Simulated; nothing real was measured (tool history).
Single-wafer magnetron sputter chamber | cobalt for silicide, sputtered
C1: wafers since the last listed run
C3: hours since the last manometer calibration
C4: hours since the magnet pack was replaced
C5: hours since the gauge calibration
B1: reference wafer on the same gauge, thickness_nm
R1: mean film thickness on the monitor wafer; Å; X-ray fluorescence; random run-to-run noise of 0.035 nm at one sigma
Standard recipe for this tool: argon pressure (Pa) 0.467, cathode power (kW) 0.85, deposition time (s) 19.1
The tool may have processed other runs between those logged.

run 1 hour=0 | argon_pressure_(Pa)=0.467 cathode_power_(kW)=0.85 deposition_time_(s)=21 | C1=0 wafers_on_the_sputter_target=11119 C3=489.3 C4=2998 C5=488.6 | B1=9.697 | R1=86.61
run 2 hour=61.9 | argon_pressure_(Pa)=0.467 cathode_power_(kW)=0.85 deposition_time_(s)=21 | C1=1934 wafers_on_the_sputter_target=13054 C3=551.2 C4=3059.9 C5=550.5 | B1=9.709 | R1=86.27
-- hour=191.6 sputter target and shields replaced
run 3 hour=364.3 | argon_pressure_(Pa)=0.467 cathode_power_(kW)=0.85 deposition_time_(s)=21 | C1=9202 wafers_on_the_sputter_target=5397 C3=853.6 C4=3362.3 C5=852.9 | B1=9.702 | R1=89.2
run 4 hour=444.5 | argon_pressure_(Pa)=0.467 cathode_power_(kW)=0.85 deposition_time_(s)=19.1 | C1=2506 wafers_on_the_sputter_target=7904 C3=933.8 C4=3442.5 C5=933.1 | B1=9.698 | R1=80.13
run 5 hour=514.7 | argon_pressure_(Pa)=0.467 cathode_power_(kW)=0.85 deposition_time_(s)=19.1 | C1=2194 wafers_on_the_sputter_target=10098 C3=1004 C4=3512.7 C5=1003.3 | B1=9.706 | R1=79.86
run 6 hour=585 | argon_pressure_(Pa)=0.589 cathode_power_(kW)=0.85 deposition_time_(s)=19.1 | C1=2197 wafers_on_the_sputter_target=12296 C3=1074.3 C4=3583 C5=1073.6 | B1=9.691 | R1=75.59
-- hour=663.2 sputter target and shields replaced
run 7 hour=678.8 | argon_pressure_(Pa)=0.589 cathode_power_(kW)=0.85 deposition_time_(s)=19.1 | C1=2681 wafers_on_the_sputter_target=487 C3=1168.1 C4=3676.8 C5=1167.4 | B1=9.698 | R1=76.02
run 8 hour=722.3 | argon_pressure_(Pa)=0.589 cathode_power_(kW)=0.85 deposition_time_(s)=19.1 | C1=1359 wafers_on_the_sputter_target=1847 C3=1211.6 C4=3720.3 C5=1210.9 | B1=9.696 | R1=76.8
run 9 hour=820.6 | argon_pressure_(Pa)=0.467 cathode_power_(kW)=0.85 deposition_time_(s)=17.6 | C1=3072 wafers_on_the_sputter_target=4920 C3=1309.9 C4=3818.6 C5=1309.2 | B1=9.704 | R1=73.16
-- hour=833.4 capacitance manometer re-zeroed and calibrated
run 10 hour=868.7 | argon_pressure_(Pa)=0.467 cathode_power_(kW)=0.85 deposition_time_(s)=17.6 | C1=1253 wafers_on_the_sputter_target=6173 C3=35.3 C4=3866.7 C5=1357.3 | B1=9.7 | R1=73.68
run 11 hour=964.4 | argon_pressure_(Pa)=0.467 cathode_power_(kW)=0.85 deposition_time_(s)=19.1 | C1=2991 wafers_on_the_sputter_target=9165 C3=131 C4=3962.4 C5=1453 | B1=9.7 | R1=79.17
run 12 hour=1019.6 | argon_pressure_(Pa)=0.467 cathode_power_(kW)=0.85 deposition_time_(s)=19.1 | C1=1725 wafers_on_the_sputter_target=10890 C3=186.2 C4=4017.6 C5=1508.2 | B1=9.705 | R1=78.53
run 13 hour=1063.2 | argon_pressure_(Pa)=0.37 cathode_power_(kW)=0.85 deposition_time_(s)=19.1 | C1=1362 wafers_on_the_sputter_target=12253 C3=229.8 C4=4061.2 C5=1551.8 | B1=9.704 | R1=81.62
-- hour=1151.6 sputter target and shields replaced
run 14 hour=1156 | argon_pressure_(Pa)=0.37 cathode_power_(kW)=0.85 deposition_time_(s)=19.1 | C1=2650 wafers_on_the_sputter_target=137 C3=322.6 C4=4154 C5=1644.6 | B1=9.698 | R1=83.93
run 15 hour=1198.1 | argon_pressure_(Pa)=0.552 cathode_power_(kW)=0.85 deposition_time_(s)=19.1 | C1=1315 wafers_on_the_sputter_target=1453 C3=364.7 C4=4196.1 C5=1686.7 | B1=9.7 | R1=78.49
run 16 hour=1270.4 | argon_pressure_(Pa)=0.552 cathode_power_(kW)=0.85 deposition_time_(s)=19.1 | C1=2259 wafers_on_the_sputter_target=3713 C3=437 C4=4268.4 C5=1759 | B1=9.7 | R1=77.9
run 17 hour=1373.5 | argon_pressure_(Pa)=0.333 cathode_power_(kW)=1 deposition_time_(s)=17.5 | C1=3222 wafers_on_the_sputter_target=6935 C3=540.1 C4=4371.5 C5=1862.1 | B1=9.701 | R1=91.09
-- hour=1451.8 magnet pack replaced
run 18 hour=1458.5 | argon_pressure_(Pa)=0.467 cathode_power_(kW)=0.65 deposition_time_(s)=19.1 | C1=2406 wafers_on_the_sputter_target=9342 C3=625.1 C4=6.7 C5=1947.1 | B1=9.703 | R1=61.59
run 19 hour=1512.6 | argon_pressure_(Pa)=0.317 cathode_power_(kW)=0.75 deposition_time_(s)=21.1 | C1=1691 wafers_on_the_sputter_target=11033 C3=679.2 C4=60.8 C5=2001.2 | B1=9.702 | R1=81.74
run 20 hour=1605.1 | argon_pressure_(Pa)=0.467 cathode_power_(kW)=0.85 deposition_time_(s)=19.1 | C1=2891 wafers_on_the_sputter_target=13925 C3=771.7 C4=153.3 C5=2093.7 | B1=9.702 | R1=78.06
-- hour=1638.2 sputter target and shields replaced
run 21 hour=1651.5 | argon_pressure_(Pa)=0.401 cathode_power_(kW)=0.7 deposition_time_(s)=19.1 | C1=1200 wafers_on_the_sputter_target=415 C3=818.1 C4=199.7 C5=2140.1 | B1=9.698 | R1=69.21
run 22 hour=1740.1 | argon_pressure_(Pa)=0.286 cathode_power_(kW)=0.85 deposition_time_(s)=15.8 | C1=2769 wafers_on_the_sputter_target=3184 C3=906.7 C4=288.3 C5=2228.7 | B1=9.702 | R1=71.39
run 23 hour=1835.6 | argon_pressure_(Pa)=0.546 cathode_power_(kW)=0.75 deposition_time_(s)=18.1 | C1=2985 wafers_on_the_sputter_target=6170 C3=1002.2 C4=383.8 C5=2324.2 | B1=9.697 | R1=65.85
run 24 hour=1930.7 | argon_pressure_(Pa)=0.566 cathode_power_(kW)=0.95 deposition_time_(s)=18.1 | C1=2972 wafers_on_the_sputter_target=9142 C3=1097.3 C4=478.9 C5=2419.3 | B1=9.701 | R1=80.23
-- hour=1945.4 capacitance manometer re-zeroed and calibrated
run 25 hour=1966.7 | argon_pressure_(Pa)=0.64 cathode_power_(kW)=0.95 deposition_time_(s)=16.3 | C1=875 wafers_on_the_sputter_target=10017 C3=21.3 C4=514.9 C5=2455.3 | B1=9.697 | R1=70.75
-- hour=2078.7 gauge calibrated
-- hour=2092.1 sputter target and shields replaced
run 26 hour=2139.8 | argon_pressure_(Pa)=0.467 cathode_power_(kW)=0.85 deposition_time_(s)=19.1 | C1=5160 wafers_on_the_sputter_target=1492 C3=194.4 C4=688 C5=61.1 | B1=9.708 | R1=80.75
run 27 hour=2228.1 | argon_pressure_(Pa)=0.334 cathode_power_(kW)=0.7 deposition_time_(s)=21.3 | C1=2760 wafers_on_the_sputter_target=4252 C3=282.7 C4=776.3 C5=149.4 | B1=9.701 | R1=79.19
run 28 hour=2284.4 | argon_pressure_(Pa)=0.467 cathode_power_(kW)=0.85 deposition_time_(s)=19.1 | C1=1759 wafers_on_the_sputter_target=6012 C3=339 C4=832.6 C5=205.7 | B1=9.699 | R1=80.35
run 29 hour=2347.5 | argon_pressure_(Pa)=0.467 cathode_power_(kW)=0.85 deposition_time_(s)=19.1 | C1=1972 wafers_on_the_sputter_target=7984 C3=402.1 C4=895.7 C5=268.8 | B1=9.704 | R1=80.52
run 30 hour=2404.8 | argon_pressure_(Pa)=0.467 cathode_power_(kW)=0.85 deposition_time_(s)=19.1 | C1=1791 wafers_on_the_sputter_target=9775 C3=459.4 C4=953 C5=326.1 | B1=9.705 | R1=79.07
run 31 hour=2442.8 | argon_pressure_(Pa)=0.467 cathode_power_(kW)=0.85 deposition_time_(s)=19.1 | C1=1187 wafers_on_the_sputter_target=10963 C3=497.4 C4=991 C5=364.1 | B1=9.694 | R1=79.35
run 32 hour=2546 | argon_pressure_(Pa)=0.467 cathode_power_(kW)=0.85 deposition_time_(s)=19.1 | C1=3225 wafers_on_the_sputter_target=14189 C3=600.6 C4=1094.2 C5=467.3 | B1=9.703 | R1=78.37
run 33 hour=2632.4 | argon_pressure_(Pa)=0.289 cathode_power_(kW)=0.85 deposition_time_(s)=19.1 | C1=2700 wafers_on_the_sputter_target=16890 C3=687 C4=1180.6 C5=553.7 | B1=9.693 | R1=82.33

Subtracting, for every run, the result it would have given without the tool's unlogged condition from the measured result gives the following. The same run-to-run variation enters both numbers; the gauge's scatter may not:
The tool's hidden condition here consists of: deposition rate above that of a new target (%); true argon pressure above the setpoint (%); gauge reads high (%).
run=1 R1=-2.02
run=2 R1=-2.7
run=3 R1=-0.5
run=4 R1=-0.89
run=5 R1=-1.41
run=6 R1=-1.97
run=7 R1=-0.47
run=8 R1=-0.51
run=9 R1=-0.74
run=10 R1=-0.95
run=11 R1=-1.65
run=12 R1=-2.12
run=13 R1=-2.65
run=14 R1=-0.15
run=15 R1=-0.16
run=16 R1=-0.31
run=17 R1=-0.89
run=18 R1=-1.04
run=19 R1=-1.88
run=20 R1=-2.79
run=21 R1=-0.12
run=22 R1=-0.23
run=23 R1=-0.52
run=24 R1=-1.24
run=25 R1=-1.35
run=26 R1=-0.18
run=27 R1=-0.38
run=28 R1=-0.62
run=29 R1=-1
run=30 R1=-1.4
run=31 R1=-1.73
run=32 R1=-2.81
run=33 R1=-4.18

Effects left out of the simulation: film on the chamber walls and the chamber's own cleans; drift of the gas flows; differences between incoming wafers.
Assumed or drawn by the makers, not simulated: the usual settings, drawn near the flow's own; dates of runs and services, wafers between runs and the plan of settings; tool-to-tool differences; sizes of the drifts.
